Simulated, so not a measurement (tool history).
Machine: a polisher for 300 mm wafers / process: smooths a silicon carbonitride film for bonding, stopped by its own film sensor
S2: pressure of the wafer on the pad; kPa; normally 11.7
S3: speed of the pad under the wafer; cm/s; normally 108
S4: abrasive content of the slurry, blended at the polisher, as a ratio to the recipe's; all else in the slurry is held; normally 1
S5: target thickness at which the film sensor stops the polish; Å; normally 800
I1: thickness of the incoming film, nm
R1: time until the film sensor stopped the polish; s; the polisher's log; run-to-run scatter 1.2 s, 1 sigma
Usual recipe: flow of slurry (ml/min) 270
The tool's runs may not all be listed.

Run 1, hour 0: usual settings but flow of slurry (ml/min) 315; I1 99.5. Result: R1 80.1 s.
Run 2, hour 18.1: usual settings but flow of slurry (ml/min) 315; I1 99.8. Result: R1 79.6 s.
Run 3, hour 37.5: usual settings but S3 126 cm/s; I1 100. Result: R1 74 s.
Run 4, hour 61.5: usual settings but S3 126 cm/s; I1 99.8. Result: R1 71.9 s.
Run 5, hour 83.7: usual settings but S3 126 cm/s; I1 98.4. Result: R1 67.7 s.
Run 6, hour 105.7: usual settings but S2 10.3 kPa, S5 750 Å; I1 101.5. Result: R1 119.6 s.
At hour 125.6: worn pad replaced by a new one.
Run 7, hour 135.4: usual settings but S2 10.3 kPa, S5 750 Å; I1 100. Result: R1 115.6 s.
Run 8, hour 151.6: usual settings; I1 99.9. Result: R1 79.6 s.
Run 9, hour 232.3: usual settings; I1 99. Result: R1 80.1 s.
Run 10, hour 255.4: usual settings; I1 99.5. Result: R1 81.1 s.
Run 11, hour 341.6: usual settings but flow of slurry (ml/min) 335, S4 1.15; I1 99.4. Result: R1 70.3 s.
At hour 347.8: slurry nozzle cleaned.
At hour 351.9: worn pad replaced by a new one.
Run 12, hour 373.3: usual settings but flow of slurry (ml/min) 335, S4 1.15; I1 98.5. Result: R1 64.8 s.
Run 13, hour 389.3: usual settings but flow of slurry (ml/min) 335, S4 1.15; I1 100.1. Result: R1 70.3 s.
At hour 396.5: slurry blender recalibrated.
Run 14, hour 422.9: usual settings; I1 98.6. Result: R1 71.5 s.
Run 15, hour 435.1: usual settings but S3 136 cm/s; I1 101.4. Result: R1 70.2 s.
Run 16, hour 458.2: usual settings but S3 86 cm/s, S4 0.75; I1 100.1. Result: R1 115.2 s.
At hour 482.1: head pressure recalibrated.
Run 17, hour 483.7: usual settings but S4 1.3; I1 100.3. Result: R1 77.1 s.
Run 18, hour 505.9: usual settings; I1 99. Result: R1 80.4 s.
Run 19, hour 530.6: usual settings but S4 1.25; I1 99.7. Result: R1 73.4 s.
At hour 565.9: worn pad replaced by a new one.
Run 20, hour 566.4: usual settings; I1 99.3. Result: R1 83.7 s.
Run 21, hour 599.1: usual settings but S2 8.3 kPa, S3 138 cm/s, S4 0.85, S5 770 Å; I1 99.9. Result: R1 128.3 s.
Run 22, hour 624.1: usual settings but S3 94 cm/s, S4 0.75; I1 101. Result: R1 126.4 s.
Run 23, hour 657.9: usual settings but S3 98 cm/s; I1 100.4. Result: R1 96.2 s.
Run 24, hour 686.9: usual settings but S2 9.7 kPa, S5 870 Å; I1 99. Result: R1 62.9 s.
Run 25, hour 701.1: usual settings but S2 9.7 kPa; I1 100.9. Result: R1 108.6 s.
Run 26, hour 736.8: usual settings but flow of slurry (ml/min) 310, S2 8.3 kPa, S3 88 cm/s, S5 740 Å; I1 99.9. Result: R1 184.5 s.

Forecast run 27:
At hour 746.9: worn pad replaced by a new one.
Run 27, hour 755.8: usual settings but flow of slurry (ml/min) 360, S2 13.8 kPa, S4 1.15; I1 101. Result: R1 ?.

Run 27 gave R1 70.2 s.
With no hidden state in the tool, this same run would have given R1 69.7 s.
